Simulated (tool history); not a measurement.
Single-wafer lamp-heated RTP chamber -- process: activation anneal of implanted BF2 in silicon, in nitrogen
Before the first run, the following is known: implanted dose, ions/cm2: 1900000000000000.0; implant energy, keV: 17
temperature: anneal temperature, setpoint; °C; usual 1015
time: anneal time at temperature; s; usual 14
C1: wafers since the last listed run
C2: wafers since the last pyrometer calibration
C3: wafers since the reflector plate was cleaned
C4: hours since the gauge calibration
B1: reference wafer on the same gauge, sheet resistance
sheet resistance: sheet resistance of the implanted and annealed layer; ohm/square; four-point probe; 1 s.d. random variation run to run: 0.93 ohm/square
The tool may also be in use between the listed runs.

run 1 day=0.000 | temperature=1022 time=11 | C1=0 C2=1258 C3=5446 C4=223.3 | B1=197.01 | sheet_resistance=165.91
run 2 day=1.429 | temperature=1015 time=14 | C1=279 C2=1538 C3=5725 C4=257.6 | B1=196.93 | sheet_resistance=168.33
run 3 day=2.054 | temperature=1015 time=14 | C1=122 C2=1660 C3=5847 C4=272.6 | B1=197.10 | sheet_resistance=168.68
run 4 day=3.212 | temperature=1015 time=14 | C1=226 C2=1886 C3=6073 C4=300.4 | B1=197.02 | sheet_resistance=166.80
run 5 day=4.346 | temperature=1005 time=14 | C1=221 C2=2108 C3=6295 C4=327.6 | B1=197.30 | sheet_resistance=183.29
run 6 day=5.075 | temperature=1005 time=14 | C1=142 C2=2250 C3=6437 C4=345.1 | B1=197.21 | sheet_resistance=183.52
run 7 day=6.475 | temperature=1005 time=14 | C1=273 C2=2524 C3=6711 C4=378.7 | B1=197.25 | sheet_resistance=183.32
run 8 day=7.775 | temperature=1015 time=14 | C1=254 C2=2778 C3=6965 C4=409.9 | B1=196.64 | sheet_resistance=168.28
run 9 day=8.850 | temperature=1000 time=17 | C1=210 C2=2988 C3=7175 C4=435.7 | B1=197.24 | sheet_resistance=183.92
run 10 day=10.025 | temperature=1000 time=17 | C1=229 C2=3217 C3=7405 C4=463.9 | B1=197.14 | sheet_resistance=183.69
run 11 day=11.796 | temperature=1000 time=17 | C1=346 C2=3564 C3=7751 C4=506.4 | B1=196.90 | sheet_resistance=185.69
run 12 day=12.408 | temperature=1015 time=14 | C1=119 C2=3683 C3=7871 C4=521.1 | B1=197.03 | sheet_resistance=168.33
run 13 day=13.112 | temperature=1015 time=14 | C1=137 C2=3821 C3=8008 C4=538.0 | B1=197.43 | sheet_resistance=168.10
run 14 day=13.679 | temperature=1015 time=14 | C1=110 C2=3932 C3=8119 C4=551.6 | B1=197.03 | sheet_resistance=168.07
run 15 day=14.779 | temperature=991 time=16 | C1=214 C2=4147 C3=8334 C4=578.0 | B1=197.18 | sheet_resistance=200.15
-- day=15.558 reflector plate cleaned
run 16 day=15.579 | temperature=1032 time=12 | C1=91 C2=4238 C3=3 C4=597.2 | B1=196.71 | sheet_resistance=153.45
run 17 day=15.925 | temperature=1038 time=7 | C1=67 C2=4305 C3=71 C4=605.5 | B1=197.22 | sheet_resistance=161.45
run 18 day=17.042 | temperature=1015 time=14 | C1=218 C2=4524 C3=289 C4=632.3 | B1=197.47 | sheet_resistance=167.91
run 19 day=18.350 | temperature=1001 time=6 | C1=255 C2=4779 C3=545 C4=663.7 | B1=197.03 | sheet_resistance=212.16
-- day=19.612 pyrometer window cleaned and pyrometer calibrated
run 20 day=19.721 | temperature=1015 time=21 | C1=202 C2=21 C3=748 C4=696.6 | B1=197.39 | sheet_resistance=153.94
run 21 day=20.400 | temperature=1043 time=7 | C1=132 C2=154 C3=880 C4=712.9 | B1=196.61 | sheet_resistance=155.18
run 22 day=21.800 | temperature=1015 time=14 | C1=273 C2=427 C3=1154 C4=746.5 | B1=196.98 | sheet_resistance=169.72
-- day=22.283 gauge calibrated
run 23 day=22.521 | temperature=1027 time=14 | C1=140 C2=568 C3=1295 C4=5.7 | B1=196.89 | sheet_resistance=151.45
run 24 day=23.992 | temperature=988 time=6 | C1=287 C2=855 C3=1582 C4=41.0 | B1=196.70 | sheet_resistance=227.04
run 25 day=25.400 | temperature=1039 time=14 | C1=275 C2=1131 C3=1857 C4=74.8 | B1=197.11 | sheet_resistance=139.98
run 26 day=26.333 | temperature=1026 time=11 | C1=182 C2=1313 C3=2040 C4=97.2 | B1=197.05 | sheet_resistance=160.72
run 27 day=30.662 | temperature=1028 time=14 | C1=846 C2=2159 C3=2886 C4=201.1 | B1=196.67 | sheet_resistance=151.55
run 28 day=32.221 | temperature=1040 time=17 | C1=304 C2=2464 C3=3190 C4=238.5 | B1=197.28 | sheet_resistance=132.44
run 29 day=32.883 | temperature=1015 time=14 | C1=129 C2=2593 C3=3320 C4=254.4 | B1=197.06 | sheet_resistance=169.37

Each row is a separate what-if for the run after 29, all from the same tool condition, not one after another. Results?
run A day=32.900 | temperature=1015 time=20 | C1=3 C2=2596 C3=3323 C4=254.8 | B1=? | sheet_resistance=?
run B day=32.900 | temperature=1007 time=14 | C1=3 C2=2596 C3=3323 C4=254.8 | B1=? | sheet_resistance=?
run C day=32.900 | temperature=1035 time=14 | C1=3 C2=2596 C3=3323 C4=254.8 | B1=? | sheet_resistance=?

run=A B1=197.18 sheet_resistance=156.57
run=B B1=197.18 sheet_resistance=180.15
run=C B1=197.18 sheet_resistance=143.53
With the hidden condition removed and each run's random variation left untouched, the same runs would have given:
run=A sheet_resistance=156.57
run=B sheet_resistance=180.15
run=C sheet_resistance=143.53

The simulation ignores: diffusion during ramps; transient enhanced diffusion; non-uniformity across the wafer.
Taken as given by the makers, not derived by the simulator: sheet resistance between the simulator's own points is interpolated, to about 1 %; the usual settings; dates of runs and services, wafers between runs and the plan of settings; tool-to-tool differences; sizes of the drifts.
